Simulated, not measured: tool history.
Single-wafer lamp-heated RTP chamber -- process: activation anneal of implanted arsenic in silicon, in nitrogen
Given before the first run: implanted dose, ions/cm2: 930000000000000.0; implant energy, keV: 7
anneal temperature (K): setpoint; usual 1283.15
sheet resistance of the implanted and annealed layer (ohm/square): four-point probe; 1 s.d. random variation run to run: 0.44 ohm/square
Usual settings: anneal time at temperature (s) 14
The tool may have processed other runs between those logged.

run   hour  anneal temperature (K)  anneal time at temperature (s)  wafers since the last listed run  wafers since the last pyrometer calibration  wafers since the reflector plate was cleaned  hours since the gauge calibration  read-back reference wafer on the same gauge, sheet resistance  sheet resistance of the implanted and annealed layer (ohm/square)
  1    0.0                 1283.15                              14                                 0                                         2555                                          1705                              278.9                                                         157.02                                                             159.20
  2   29.6                 1283.15                              14                               506                                         3061                                          2211                              308.5                                                         156.98                                                             158.48
  3   62.4                 1283.15                              14                               561                                         3622                                          2772                              341.3                                                         156.97                                                             157.66
  4   76.3                 1298.15                              16                               237                                         3860                                          3010                              355.2                                                         157.01                                                             142.94
  5  110.5                 1298.15                              16                               585                                         4445                                          3595                              389.4                                                         156.90                                                             141.51
     132.8  -- reflector plate cleaned
  6  140.6                 1298.15                              16                               378                                         4823                                           132                              419.5                                                         157.00                                                             146.40
  7  155.8                 1283.15                              14                               260                                         5083                                           392                              434.7                                                         156.98                                                             161.32
  8  172.3                 1268.15                              14                               282                                         5365                                           674                              451.2                                                         157.07                                                             173.19
  9  189.3                 1268.15                              14                               290                                         5656                                           965                              468.2                                                         157.04                                                             172.03
     206.6  -- pyrometer window cleaned and pyrometer calibrated
 10  250.8                 1283.15                              14                               915                                          756                                          1880                              529.7                                                         156.91                                                             160.03
 11  278.0                 1283.15                              14                               465                                         1221                                          2346                              556.9                                                         157.09                                                             158.20

What will run 12 give?
     290.9  -- gauge calibrated
 12  309.9                 1263.15                               7                               545                                         1767                                          2891                               19.0                                                              ?                                                                  ?

Logged for run 12: read-back reference wafer on the same gauge, sheet resistance 157.04, sheet resistance of the implanted and annealed layer (ohm/square) 193.02.
Were there no unlogged condition in the tool, this run, its random variation unchanged, would have produced sheet resistance of the implanted and annealed layer (ohm/square) 197.09.
